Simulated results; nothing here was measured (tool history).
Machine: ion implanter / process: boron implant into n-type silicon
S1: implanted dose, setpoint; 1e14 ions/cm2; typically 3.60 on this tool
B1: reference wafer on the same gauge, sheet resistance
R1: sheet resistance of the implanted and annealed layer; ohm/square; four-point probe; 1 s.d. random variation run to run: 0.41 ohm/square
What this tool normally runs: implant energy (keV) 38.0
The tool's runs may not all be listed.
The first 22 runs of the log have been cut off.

Run 23, hour 288.4: usual settings but S1 3.01 1e14 ions/cm2; B1 277.86. Result: R1 287.98 ohm/square.
At hour 309.5: extraction supply calibrated.
Run 24, hour 310.0: usual settings but S1 4.44 1e14 ions/cm2, implant energy (keV) 33.5; B1 278.01. Result: R1 215.67 ohm/square.
Run 25, hour 315.0: usual settings but S1 4.13 1e14 ions/cm2, implant energy (keV) 45.0; B1 277.87. Result: R1 222.07 ohm/square.
Run 26, hour 360.7: usual settings but S1 2.72 1e14 ions/cm2, implant energy (keV) 28.0; B1 277.95. Result: R1 323.10 ohm/square.
Run 27, hour 369.2: usual settings; B1 278.03. Result: R1 251.92 ohm/square.
Run 28, hour 384.3: usual settings but S1 3.28 1e14 ions/cm2, implant energy (keV) 25.5; B1 277.99. Result: R1 282.33 ohm/square.
Run 29, hour 399.2: usual settings but S1 3.07 1e14 ions/cm2; B1 278.07. Result: R1 284.91 ohm/square.
Run 30, hour 405.4: usual settings but S1 4.45 1e14 ions/cm2; B1 278.00. Result: R1 213.67 ohm/square.
Run 31, hour 414.2: usual settings but S1 3.10 1e14 ions/cm2; B1 277.97. Result: R1 283.52 ohm/square.
Run 32, hour 428.1: usual settings but S1 4.68 1e14 ions/cm2, implant energy (keV) 43.5; B1 277.94. Result: R1 202.88 ohm/square.
Run 33, hour 439.6: usual settings but S1 2.80 1e14 ions/cm2, implant energy (keV) 45.0; B1 277.92. Result: R1 300.43 ohm/square.
Run 34, hour 448.9: usual settings but implant energy (keV) 49.0; B1 277.98. Result: R1 246.32 ohm/square.
Run 35, hour 460.8: usual settings but S1 3.96 1e14 ions/cm2, implant energy (keV) 31.5; B1 278.01. Result: R1 239.05 ohm/square.
Run 36, hour 478.8: usual settings; B1 277.94. Result: R1 253.83 ohm/square.

Below are 3 alternative next runs, each starting from the tool's condition after run 36. Predict each:
Run A, hour 479.2: usual settings but S1 4.20 1e14 ions/cm2; B1 ?. Result: R1 ?.
Run B, hour 479.2: usual settings but implant energy (keV) 49.5; B1 ?. Result: R1 ?.
Run C, hour 479.2: usual settings but S1 2.79 1e14 ions/cm2, implant energy (keV) 30.5; B1 ?. Result: R1 ?.

run      B1      R1
  A  277.98  224.28
  B  277.98  246.16
  C  277.98  315.26
Without the tool's hidden state the same runs would have given:
run      R1
  A  221.58
  B  243.30
  C  311.57

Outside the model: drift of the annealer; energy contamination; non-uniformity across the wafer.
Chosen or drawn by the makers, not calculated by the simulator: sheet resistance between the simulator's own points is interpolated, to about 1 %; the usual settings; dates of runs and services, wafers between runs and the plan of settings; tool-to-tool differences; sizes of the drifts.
